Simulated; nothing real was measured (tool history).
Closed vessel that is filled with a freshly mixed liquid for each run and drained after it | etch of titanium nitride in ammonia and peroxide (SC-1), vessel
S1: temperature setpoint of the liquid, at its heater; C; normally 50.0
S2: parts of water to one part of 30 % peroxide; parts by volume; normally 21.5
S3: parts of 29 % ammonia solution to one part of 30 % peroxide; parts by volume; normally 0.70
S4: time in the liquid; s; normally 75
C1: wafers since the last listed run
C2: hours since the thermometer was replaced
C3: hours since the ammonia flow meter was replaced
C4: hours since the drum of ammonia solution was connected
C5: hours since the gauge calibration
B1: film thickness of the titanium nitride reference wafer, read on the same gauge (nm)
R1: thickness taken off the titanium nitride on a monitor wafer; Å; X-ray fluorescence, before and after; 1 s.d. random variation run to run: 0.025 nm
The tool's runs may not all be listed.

{"run": 1, "day": 0.0, "S1": 50.0, "S2": 21.5, "S3": 0.7, "S4": 75, "C1": 0, "C2": 1117.5, "C3": 1799.5, "C4": 473.2, "C5": 444.2, "B1": 119.95, "R1": 49.7}
{"run": 2, "day": 1.067, "S1": 50.0, "S2": 21.5, "S3": 0.7, "S4": 75, "C1": 2537, "C2": 1143.1, "C3": 1825.1, "C4": 498.8, "C5": 469.8, "B1": 120.0, "R1": 50.3}
{"run": 3, "day": 1.721, "S1": 50.0, "S2": 21.5, "S3": 0.7, "S4": 75, "C1": 1556, "C2": 1158.8, "C3": 1840.8, "C4": 514.5, "C5": 485.5, "B1": 119.98, "R1": 49.7}
{"run": 4, "day": 2.575, "S1": 50.0, "S2": 21.5, "S3": 0.7, "S4": 75, "C1": 2032, "C2": 1179.3, "C3": 1861.3, "C4": 535.0, "C5": 506.0, "B1": 120.05, "R1": 49.8}
{"run": 5, "day": 3.488, "S1": 50.0, "S2": 21.5, "S3": 0.7, "S4": 75, "C1": 2171, "C2": 1201.2, "C3": 1883.2, "C4": 556.9, "C5": 527.9, "B1": 119.98, "R1": 50.0}
{"run": 6, "day": 4.417, "S1": 55.0, "S2": 21.5, "S3": 0.8, "S4": 75, "C1": 2210, "C2": 1223.5, "C3": 1905.5, "C4": 579.2, "C5": 550.2, "B1": 120.01, "R1": 71.7}
{"run": 7, "day": 5.312, "S1": 55.0, "S2": 21.5, "S3": 0.8, "S4": 75, "C1": 2131, "C2": 1245.0, "C3": 1927.0, "C4": 600.7, "C5": 571.7, "B1": 120.02, "R1": 71.7}
{"run": 8, "day": 6.179, "S1": 50.0, "S2": 21.5, "S3": 0.7, "S4": 75, "C1": 2062, "C2": 1265.8, "C3": 1947.8, "C4": 621.5, "C5": 592.5, "B1": 119.96, "R1": 50.1}
{"run": 9, "day": 6.821, "S1": 50.0, "S2": 21.5, "S3": 0.7, "S4": 75, "C1": 1526, "C2": 1281.2, "C3": 1963.2, "C4": 636.9, "C5": 607.9, "B1": 120.01, "R1": 49.7}
{"run": 10, "day": 7.604, "S1": 57.5, "S2": 15.0, "S3": 0.4, "S4": 120, "C1": 1863, "C2": 1300.0, "C3": 1982.0, "C4": 655.7, "C5": 626.7, "B1": 119.98, "R1": 144.3}
{"day": 7.929, "done": "gauge calibrated"}
{"run": 11, "day": 8.617, "S1": 50.0, "S2": 26.0, "S3": 0.7, "S4": 75, "C1": 2409, "C2": 1324.3, "C3": 2006.3, "C4": 680.0, "C5": 16.5, "B1": 120.03, "R1": 45.1}
{"run": 12, "day": 9.254, "S1": 53.0, "S2": 32.5, "S3": 0.7, "S4": 75, "C1": 1516, "C2": 1339.6, "C3": 2021.6, "C4": 695.3, "C5": 31.8, "B1": 119.99, "R1": 48.3}
{"run": 13, "day": 10.004, "S1": 50.0, "S2": 29.0, "S3": 0.6, "S4": 45, "C1": 1784, "C2": 1357.6, "C3": 2039.6, "C4": 713.3, "C5": 49.8, "B1": 120.02, "R1": 24.3}
{"run": 14, "day": 10.862, "S1": 50.0, "S2": 17.0, "S3": 0.7, "S4": 75, "C1": 2042, "C2": 1378.2, "C3": 2060.2, "C4": 733.9, "C5": 70.4, "B1": 119.98, "R1": 56.7}
{"run": 15, "day": 11.7, "S1": 50.0, "S2": 21.5, "S3": 0.7, "S4": 75, "C1": 1992, "C2": 1398.3, "C3": 2080.3, "C4": 754.0, "C5": 90.5, "B1": 120.05, "R1": 49.6}
{"run": 16, "day": 12.9, "S1": 50.0, "S2": 21.5, "S3": 0.7, "S4": 75, "C1": 2855, "C2": 1427.1, "C3": 2109.1, "C4": 782.8, "C5": 119.3, "B1": 120.02, "R1": 49.6}
{"run": 17, "day": 13.512, "S1": 59.0, "S2": 27.0, "S3": 0.8, "S4": 50, "C1": 1457, "C2": 1441.8, "C3": 2123.8, "C4": 797.5, "C5": 134.0, "B1": 119.96, "R1": 54.8}
{"day": 14.625, "done": "new drum of ammonia solution connected"}
{"run": 18, "day": 14.808, "S1": 54.0, "S2": 13.5, "S3": 0.7, "S4": 30, "C1": 2984, "C2": 1472.9, "C3": 2154.9, "C4": 4.4, "C5": 165.1, "B1": 119.97, "R1": 34.1}
{"run": 19, "day": 16.021, "S1": 50.0, "S2": 21.5, "S3": 0.5, "S4": 100, "C1": 2884, "C2": 1502.0, "C3": 2184.0, "C4": 33.5, "C5": 194.2, "B1": 120.02, "R1": 63.3}
{"day": 16.262, "done": "thermometer replaced"}
{"run": 20, "day": 16.971, "S1": 50.0, "S2": 21.5, "S3": 0.7, "S4": 75, "C1": 2161, "C2": 17.0, "C3": 2206.8, "C4": 56.3, "C5": 217.0, "B1": 120.05, "R1": 50.5}
{"day": 17.071, "done": "ammonia flow meter replaced"}
{"run": 21, "day": 18.054, "S1": 50.0, "S2": 21.5, "S3": 0.7, "S4": 75, "C1": 2478, "C2": 43.0, "C3": 23.6, "C4": 82.3, "C5": 243.0, "B1": 119.98, "R1": 50.7}
{"run": 22, "day": 21.792, "S1": 50.0, "S2": 21.5, "S3": 0.8, "S4": 75, "C1": 8892, "C2": 132.7, "C3": 113.3, "C4": 172.0, "C5": 332.7, "B1": 120.0, "R1": 51.8}
{"run": 23, "day": 23.096, "S1": 50.0, "S2": 21.5, "S3": 0.55, "S4": 75, "C1": 3102, "C2": 164.0, "C3": 144.6, "C4": 203.3, "C5": 364.0, "B1": 120.03, "R1": 48.0}
{"run": 24, "day": 23.875, "S1": 50.0, "S2": 21.5, "S3": 0.7, "S4": 75, "C1": 1853, "C2": 182.7, "C3": 163.3, "C4": 222.0, "C5": 382.7, "B1": 120.01, "R1": 50.2}
{"run": 25, "day": 24.4, "S1": 60.0, "S2": 11.0, "S3": 0.7, "S4": 75, "C1": 1249, "C2": 195.3, "C3": 175.9, "C4": 234.6, "C5": 395.3, "B1": 120.02, "R1": 141.5}
{"run": 26, "day": 25.662, "S1": 50.0, "S2": 11.5, "S3": 0.7, "S4": 115, "C1": 3003, "C2": 225.6, "C3": 206.2, "C4": 264.9, "C5": 425.6, "B1": 119.98, "R1": 108.9}
{"run": 27, "day": 26.542, "S1": 44.5, "S2": 11.0, "S3": 0.95, "S4": 50, "C1": 2091, "C2": 246.7, "C3": 227.3, "C4": 286.0, "C5": 446.7, "B1": 120.0, "R1": 34.6}
{"run": 28, "day": 27.554, "S1": 50.0, "S2": 21.5, "S3": 0.7, "S4": 75, "C1": 2409, "C2": 271.0, "C3": 251.6, "C4": 310.3, "C5": 471.0, "B1": 119.99, "R1": 50.3}

Table of differences, measured result less the result of that run with no hidden state. Run-to-run variation is the same in both. Gauge scatter possibly is not:
What the log doesn't record here: liquid colder than its thermometer reads (K); ammonia flow above the setpoint (%); ammonia solution weaker than its label (%); gauge reads high (%).
run=1 R1=-0.7
run=2 R1=-0.7
run=3 R1=-0.7
run=4 R1=-0.8
run=5 R1=-0.8
run=6 R1=-1.2
run=7 R1=-1.3
run=8 R1=-0.9
run=9 R1=-0.9
run=10 R1=-2.8
run=11 R1=-0.9
run=12 R1=-1.0
run=13 R1=-0.5
run=14 R1=-1.2
run=15 R1=-1.0
run=16 R1=-1.1
run=17 R1=-1.2
run=18 R1=-0.1
run=19 R1=-0.3
run=20 R1=-0.2
run=21 R1=-0.2
run=22 R1=-0.4
run=23 R1=-0.4
run=24 R1=-0.4
run=25 R1=-1.2
run=26 R1=-0.9
run=27 R1=-0.3
run=28 R1=-0.5
